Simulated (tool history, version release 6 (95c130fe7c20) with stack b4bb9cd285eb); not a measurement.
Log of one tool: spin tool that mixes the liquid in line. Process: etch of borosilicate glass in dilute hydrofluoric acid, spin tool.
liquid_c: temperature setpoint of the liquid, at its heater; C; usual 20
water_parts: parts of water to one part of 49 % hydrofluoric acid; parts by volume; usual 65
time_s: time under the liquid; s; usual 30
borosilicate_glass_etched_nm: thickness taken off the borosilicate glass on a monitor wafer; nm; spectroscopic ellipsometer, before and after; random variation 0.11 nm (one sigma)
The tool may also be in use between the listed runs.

run,hour,liquid_c,water_parts,time_s,"read-back film thickness of the borosilicate glass reference wafer, read on the same gauge (nm)",borosilicate_glass_etched_nm
1,0,20,65,30,60.03,14.24
2,16.2,20,65,30,59.93,14.37
3,43.7,20,65,30,60.04,14.09
4,73.3,20,65,30,60.04,14.1
5,101.3,20,65,30,59.97,14.12
# hour 141.1: hydrofluoric acid flow meter replaced
6,173.9,20,65,30,59.98,13.54
# hour 187.9: gauge calibrated
7,201.8,20,65,30,60.01,13.4
8,237.1,20,65,30,60.02,13.44
9,249.4,20,65,30,60.03,13.31
10,279.5,20,50,30,59.98,17.72
11,295.5,20,50,30,60.03,17.79
12,311.5,20,65,30,59.99,13.69
13,338.8,20,65,30,60.03,13.32
14,371.3,20,75,30,60.06,11.49
15,396.7,20,65,30,60.06,13.43
16,415,21.5,55,30,59.95,17.02
17,449.3,20,85,30,60.03,10.11
18,462,20,65,30,59.97,13.47
# hour 469.9: thermometer replaced
19,476.2,23.5,65,40,60,21.78
20,511.1,25,65,30,60.01,17.54
21,534.2,20,50,15,60,9.37
22,552.7,22,50,15,60.05,10.16
23,586.4,20,80,30,59.99,11.31
24,691.2,22.5,95,45,59.97,15.58
25,722.5,20,45,30,59.97,20.81
26,749,22.5,90,20,60.01,7.24
27,764.3,23.5,55,25,60,16.19
28,785.4,20,65,30,59.97,14.2
29,807.4,21.5,90,40,59.97,13.88
30,822.8,20,55,15,59.99,8.3
31,845.1,17,50,40,59.96,21.61
32,879.1,18.5,50,20,59.97,11.46
33,901.7,17.5,65,30,60.01,12.67
34,914.6,21.5,40,30,59.99,24.89

Measured less the same run without the tool's hidden state. The same run-to-run variation is in both; the gauge's scatter may not be:
The hidden state here: liquid colder than its thermometer reads (K); hydrofluoric acid flow above the setpoint (%); gauge reads high (%).
run,borosilicate_glass_etched_nm
1,+0.02
2,+0.02
3,+0
4,-0.02
5,-0.03
6,-0.63
7,-0.64
8,-0.66
9,-0.66
10,-0.92
11,-0.94
12,-0.72
13,-0.71
14,-0.62
15,-0.76
16,-0.96
17,-0.57
18,-0.8
19,+0.12
20,+0.07
21,+0.02
22,+0.01
23,+0.01
24,-0.04
25,-0.12
26,-0.03
27,-0.11
28,-0.12
29,-0.1
30,-0.09
31,-0.28
32,-0.15
33,-0.18
34,-0.36
